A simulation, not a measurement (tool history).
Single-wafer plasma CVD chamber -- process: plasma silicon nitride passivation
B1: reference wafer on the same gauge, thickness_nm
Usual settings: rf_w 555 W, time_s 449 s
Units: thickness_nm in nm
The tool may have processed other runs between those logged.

Run 1, hour 0.0: usual settings; B1 821.911. Result: thickness_nm 704.383 nm.
Run 2, hour 27.0: usual settings but time_s 500 s; B1 821.844. Result: thickness_nm 784.391 nm.
Run 3, hour 87.2: usual settings but time_s 401 s; B1 821.975. Result: thickness_nm 627.888 nm.
Run 4, hour 142.2: usual settings but time_s 401 s; B1 821.833. Result: thickness_nm 627.295 nm.
Run 5, hour 195.1: usual settings; B1 821.991. Result: thickness_nm 700.331 nm.
Run 6, hour 239.4: usual settings; B1 822.084. Result: thickness_nm 701.733 nm.
Run 7, hour 273.9: usual settings; B1 822.362. Result: thickness_nm 698.498 nm.
At hour 286.6: showerhead replaced.
At hour 290.3: gauge calibrated.
Run 8, hour 309.6: usual settings but rf_w 655 W, time_s 537 s; B1 821.698. Result: thickness_nm 874.469 nm.
Run 9, hour 380.1: usual settings; B1 821.916. Result: thickness_nm 700.207 nm.
Run 10, hour 448.5: usual settings; B1 821.685. Result: thickness_nm 698.670 nm.
Run 11, hour 472.7: usual settings but rf_w 620 W, time_s 390 s; B1 821.765. Result: thickness_nm 625.481 nm.
Run 12, hour 528.0: usual settings but rf_w 620 W, time_s 390 s; B1 822.428. Result: thickness_nm 623.693 nm.
At hour 540.2: RF generator calibrated.
Run 13, hour 595.1: usual settings but rf_w 585 W, time_s 380 s; B1 821.907. Result: thickness_nm 613.884 nm.
Run 14, hour 627.4: usual settings but rf_w 465 W, time_s 407 s; B1 821.796. Result: thickness_nm 618.131 nm.
Run 15, hour 682.5: usual settings but time_s 505 s; B1 822.162. Result: thickness_nm 802.745 nm.

4 options for the next run, each taken on its own from the tool as it stands now. Forecast them:
Run A, hour 683.0: usual settings but time_s 487 s; B1 ?. Result: thickness_nm ?.
Run B, hour 683.0: usual settings but rf_w 650 W, time_s 482 s; B1 ?. Result: thickness_nm ?.
Run C, hour 683.0: usual settings but rf_w 640 W; B1 ?. Result: thickness_nm ?.
Run D, hour 683.0: usual settings but rf_w 470 W; B1 ?. Result: thickness_nm ?.

run       B1  thickness_nm
  A  822.619       774.836
  B  822.619       799.722
  C  822.619       741.885
  D  822.619       684.145
Had the tool no hidden state, the same runs would have come out as:
run  thickness_nm
  A       776.095
  B       801.021
  C       743.091
  D       685.257
